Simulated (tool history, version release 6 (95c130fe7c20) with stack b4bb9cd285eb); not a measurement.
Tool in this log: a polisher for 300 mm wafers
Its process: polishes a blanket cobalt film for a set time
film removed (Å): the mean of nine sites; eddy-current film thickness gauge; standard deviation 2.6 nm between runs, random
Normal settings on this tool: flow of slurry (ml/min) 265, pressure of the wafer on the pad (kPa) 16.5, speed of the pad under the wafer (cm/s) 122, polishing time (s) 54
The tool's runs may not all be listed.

run	hour	flow of slurry (ml/min)	pressure of the wafer on the pad (kPa)	speed of the pad under the wafer (cm/s)	polishing time (s)	incoming thickness of the incoming film, nm	film removed (Å)
1	0	305	16.5	122	54	1151.1	3400
2	11.4	265	16.5	122	54	1168.3	3369
3	18.7	265	16.5	122	54	1186.2	3337
4	35.9	265	12.4	122	54	1173.7	2495
5	45.3	265	12.4	122	54	1149.7	2508
6	59.3	265	12.4	122	54	1149.9	2520
# hour 72.5: worn pad replaced by a new one
7	74.6	265	16.5	122	54	1157.4	3343
8	88.1	265	16.5	122	54	1158.3	3343
9	100.7	315	16.5	122	54	1162.1	3346
# hour 114.5: slurry nozzle cleaned
10	115	265	20	122	54	1174.1	4122
11	127.1	265	20	122	54	1170.9	4044
12	133.2	265	16.5	122	54	1163.7	3329
# hour 140.2: worn pad replaced by a new one
13	144.2	265	16.5	122	64	1150	3942
14	162	265	16.5	122	54	1144.9	3364
# hour 165.1: head pressure recalibrated
15	173.1	335	13.8	110	65	1175.9	3065
# hour 201.9: worn pad replaced by a new one
16	209.1	265	12.4	134	47	1162.5	2388
17	218.5	265	16.5	122	54	1153.9	3379
18	230	265	16.5	122	54	1161.7	3365
19	238.7	265	12.4	122	54	1155	2508
20	245.4	225	16.5	122	54	1159.3	3361
21	254	220	16.5	108	54	1180.4	2914
22	263.2	265	14.5	122	46	1163.5	2536
# hour 269.6: worn pad replaced by a new one
23	279.4	200	11.7	94	47	1147.8	1559
24	289.9	265	16.5	158	39	1147.4	3114

Consider 4 possible next runs. They are alternatives, not a sequence: every one starts from the tool as it was left by run 24. What does each give?
A	290.3	265	16.5	122	54	1134.5	?
B	290.3	295	16.5	122	54	1134.5	?
C	290.3	210	20.7	122	54	1134.5	?
D	290.3	205	16.5	82	70	1134.5	?

run	film removed (Å)
A	3351
B	3372
C	4129
D	2874
With no hidden state in the tool, these same runs would have given:
run	film removed (Å)
A	3351
B	3372
C	4129
D	2874
